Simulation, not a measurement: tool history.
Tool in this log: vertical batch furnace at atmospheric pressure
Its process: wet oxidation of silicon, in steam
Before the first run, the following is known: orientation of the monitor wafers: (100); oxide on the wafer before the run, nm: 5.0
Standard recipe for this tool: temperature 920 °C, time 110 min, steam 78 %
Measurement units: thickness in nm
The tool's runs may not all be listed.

run     day  temperature   time  steam  wafers since the last listed run  hours since the last temperature calibration  hours since the steam generator was serviced  hours since the gauge calibration  read-back reference wafer on the same gauge, thickness  thickness
  1       0          920    110     70                                 0                                        3613.2                                         886.2                              420.9                                                  265.83     244.63
  2   2.379          920    110     70                               583                                        3670.3                                         943.3                                478                                                  265.92     244.49
  3   4.325          920    110     78                               477                                          3717                                           990                              524.7                                                  265.95     266.88
  4   5.858          920    110     78                               376                                        3753.8                                        1026.8                              561.5                                                   265.8     266.89
  5   7.208          920    110     84                               331                                        3786.2                                        1059.2                              593.9                                                  265.99     283.65
  6   9.875          920    110     84                               654                                        3850.2                                        1123.2                              657.9                                                  265.99     284.08
  7  11.812          920    110     84                               475                                        3896.7                                        1169.7                              704.4                                                  266.04     282.94
  8  13.362          920    110     78                               380                                        3933.9                                        1206.9                              741.6                                                  266.08     267.26
     14.925  -- thermocouples replaced and temperature profile calibrated
  9   16.15          920    129     81                               438                                          29.4                                        1273.8                              808.5                                                  265.94     297.18
 10  17.529          920    129     81                               338                                          62.5                                        1306.9                              841.6                                                  266.13     297.94
 11  19.996          920    110     78                               605                                         121.7                                        1366.1                              900.8                                                  265.92     253.42
 12  22.829          920    110     84                               694                                         189.7                                        1434.1                              968.8                                                  266.15     269.24
     24.671  -- gauge calibrated
 13  24.838          920    152     70                               492                                         237.9                                        1482.3                                  4                                                  265.91     299.77
     25.933  -- steam generator serviced
 14  27.267          911   56.5     81                               350                                         296.2                                            32                               62.3                                                   265.8      138.4
 15   28.65          920    110     70                               339                                         329.4                                          65.2                               95.5                                                  266.01     237.05
 16  31.404          920    110     67                               675                                         395.5                                         131.3                              161.6                                                  266.04     230.07
 17  34.333          920    110     78                               718                                         465.8                                         201.6                              231.9                                                     266     258.65
 18  35.812          908    136     83                               362                                         501.3                                         237.1                              267.4                                                  266.12     284.15
 19    38.5          909     71     71                               659                                         565.8                                         301.6                              331.9                                                  265.86     147.14
 20  40.904          935    110     90                               589                                         623.5                                         359.3                              389.6                                                  266.17     332.84
 21  43.633          905  129.5     89                               669                                           689                                         424.8                              455.1                                                  266.15     279.11

State the hidden condition of the tool at each of the runs:
gauge reads high (%): 0 across all the runs
H1: true tube temperature minus thermocouple reading, K
H2: steam share off its setpoint, % of the setpoint
run     H1      H2
  1   4.82   -2.01
  2   4.95   -2.13
  3   5.07   -2.22
  4   5.15    -2.3
  5   5.23   -2.37
  6   5.39    -2.5
  7    5.5    -2.6
  8    5.6   -2.68
  9  0.618   -2.82
 10  0.619   -2.89
 11  0.622   -3.01
 12  0.629   -3.15
 13  0.636   -3.26
 14  0.646  -0.203
 15  0.652  -0.272
 16  0.668  -0.411
 17  0.687  -0.558
 18  0.698  -0.632
 19   0.72  -0.768
 20  0.742  -0.889
 21   0.77   -1.03
